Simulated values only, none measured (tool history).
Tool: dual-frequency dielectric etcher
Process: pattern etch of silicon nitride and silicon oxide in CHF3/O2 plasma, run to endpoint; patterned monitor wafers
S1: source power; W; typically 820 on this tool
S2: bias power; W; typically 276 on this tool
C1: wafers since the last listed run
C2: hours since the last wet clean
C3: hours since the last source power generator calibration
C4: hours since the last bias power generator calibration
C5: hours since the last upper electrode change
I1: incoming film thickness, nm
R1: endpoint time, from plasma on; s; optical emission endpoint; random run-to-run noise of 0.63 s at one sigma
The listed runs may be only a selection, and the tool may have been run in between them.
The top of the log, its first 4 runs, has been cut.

run,hour,S1,S2,C1,C2,C3,C4,C5,I1,R1
5,149.4,870,276,210,291.1,1028.1,1925.5,3905.7,224.3,116.0
6,200.4,870,276,215,342.1,1079.1,1976.5,3956.7,222.4,114.7
7,258.0,820,276,243,399.7,1136.7,2034.1,4014.3,222.5,118.4
8,294.6,820,276,154,436.3,1173.3,2070.7,4050.9,222.4,117.3
9,330.7,820,276,152,472.4,1209.4,2106.8,4087.0,221.8,117.8
10,394.5,980,276,269,536.2,1273.2,2170.6,4150.8,224.4,110.8
11,441.4,980,276,197,583.1,1320.1,2217.5,4197.7,224.8,109.5
12,505.7,900,233,271,647.4,1384.4,2281.8,4262.0,222.1,125.4
# hour 539.6: wet clean of the chamber
13,574.0,900,233,186,34.4,1452.7,2350.1,4330.3,222.2,124.1
14,624.7,900,233,213,85.1,1503.4,2400.8,4381.0,222.9,124.3
15,670.2,940,327,192,130.6,1548.9,2446.3,4426.5,224.2,101.9
16,720.2,940,327,211,180.6,1598.9,2496.3,4476.5,224.3,102.4
# hour 778.6: upper electrode replaced
17,779.1,660,276,147,239.5,1657.8,2555.2,0.5,222.6,132.3
18,804.5,660,250,107,264.9,1683.2,2580.6,25.9,222.0,140.0
19,844.1,820,295,167,304.5,1722.8,2620.2,65.5,222.1,114.0
20,883.3,820,276,165,343.7,1762.0,2659.4,104.7,223.6,118.8
21,937.2,1000,222,227,397.6,1815.9,2713.3,158.6,224.5,122.1
22,993.5,890,276,237,453.9,1872.2,2769.6,214.9,223.6,113.0
23,1061.7,820,276,287,522.1,1940.4,2837.8,283.1,222.9,118.9
24,1100.3,700,215,162,560.7,1979.0,2876.4,321.7,223.1,149.0
# hour 1171.3: wet clean of the chamber
25,1171.8,990,276,200,0.5,2050.5,2947.9,393.2,224.2,107.6
26,1216.8,870,241,189,45.5,2095.5,2992.9,438.2,221.9,122.5
# hour 1244.1: source power generator calibrated
# hour 1362.2: bias power generator calibrated
27,1426.4,820,276,850,255.1,182.3,64.2,647.8,221.9,119.2
28,1456.4,640,343,126,285.1,212.3,94.2,677.8,223.1,121.5

Expected results for the next run?
29,1484.8,820,276,119,313.5,240.7,122.6,706.2,223.2,?

R1: 120.7 s
With no hidden state in the tool, this same run would have given R1 121.2 s.

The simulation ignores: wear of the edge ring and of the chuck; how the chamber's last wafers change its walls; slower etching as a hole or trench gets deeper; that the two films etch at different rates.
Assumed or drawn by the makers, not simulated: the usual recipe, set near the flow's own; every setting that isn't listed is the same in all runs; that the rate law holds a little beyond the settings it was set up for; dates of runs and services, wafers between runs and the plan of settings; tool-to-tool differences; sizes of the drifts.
